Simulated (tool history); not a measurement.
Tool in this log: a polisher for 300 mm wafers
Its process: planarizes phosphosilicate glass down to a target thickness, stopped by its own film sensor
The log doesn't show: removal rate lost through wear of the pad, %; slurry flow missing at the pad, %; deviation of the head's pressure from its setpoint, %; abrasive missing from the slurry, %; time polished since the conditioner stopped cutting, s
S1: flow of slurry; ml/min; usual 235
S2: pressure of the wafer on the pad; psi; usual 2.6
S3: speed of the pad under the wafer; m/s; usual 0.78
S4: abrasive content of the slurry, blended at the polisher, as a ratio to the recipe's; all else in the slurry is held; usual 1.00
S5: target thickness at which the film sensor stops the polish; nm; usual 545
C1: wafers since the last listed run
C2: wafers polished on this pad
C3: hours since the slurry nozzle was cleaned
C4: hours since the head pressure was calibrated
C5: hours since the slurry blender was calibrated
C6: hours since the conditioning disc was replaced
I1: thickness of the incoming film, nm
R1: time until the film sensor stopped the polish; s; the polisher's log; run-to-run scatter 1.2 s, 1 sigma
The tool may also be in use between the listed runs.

run,hour,S1,S2,S3,S4,S5,C1,C2,C3,C4,C5,C6,I1,R1
1,0.0,235,2.6,0.78,1.00,545,0,2519,321.7,145.2,165.2,252.1,957.9,60.3
# hour 9.0: worn pad replaced by a new one
2,28.3,285,2.6,0.78,1.00,628,273,217,350.0,173.5,193.5,280.4,947.2,44.7
3,60.1,235,2.2,0.54,1.15,413,357,574,381.8,205.3,225.3,312.2,950.7,110.8
# hour 67.5: conditioning disc replaced and pad reconditioned
4,92.8,235,2.6,0.78,1.00,545,345,919,414.5,238.0,258.0,25.3,931.6,55.5
# hour 100.5: slurry nozzle cleaned
5,127.6,235,2.6,0.78,1.00,545,379,1299,27.1,272.8,292.8,60.1,938.6,58.7
6,141.7,235,2.6,0.78,1.30,616,158,1458,41.2,286.9,306.9,74.2,942.9,46.7
7,234.9,235,2.6,0.78,1.10,545,1047,2505,134.4,380.1,400.1,167.4,922.9,54.0
# hour 245.4: slurry blender recalibrated
# hour 267.8: worn pad replaced by a new one
8,309.6,235,2.6,0.78,1.00,545,772,469,209.1,454.8,64.2,242.1,939.1,58.5
9,338.4,235,3.2,0.78,1.00,545,323,793,237.9,483.6,93.0,270.9,940.2,45.3
10,356.0,155,1.8,0.78,1.00,545,197,991,255.5,501.2,110.6,288.5,948.4,94.0
11,388.8,190,2.3,0.78,0.75,545,368,1359,288.3,534.0,143.4,321.3,945.3,70.6
12,412.7,235,2.6,0.78,1.00,545,268,1628,312.2,557.9,167.3,345.2,942.7,58.6
# hour 421.6: conditioning disc replaced and pad reconditioned
# hour 434.7: head pressure recalibrated
13,474.1,235,2.6,0.78,1.00,545,645,2273,373.6,39.4,228.7,52.5,931.1,57.5
14,492.7,180,2.6,0.78,1.00,545,209,2482,392.2,58.0,247.3,71.1,924.5,58.2
# hour 514.9: worn pad replaced by a new one
# hour 514.9: slurry nozzle cleaned
15,515.4,255,2.6,0.56,0.75,455,209,5,0.5,80.7,270.0,93.8,950.8,94.6
16,549.8,235,3.1,0.78,1.00,545,386,391,34.9,115.1,304.4,128.2,943.6,47.0

For run 17, what comes out?
17,564.5,235,2.6,0.98,1.00,545,165,556,49.6,129.8,319.1,142.9,927.7,?

Run 17 measured R1 51.2 s.
With the hidden condition absent and the run-to-run variation left alone, this run would have shown R1 51.2 s.
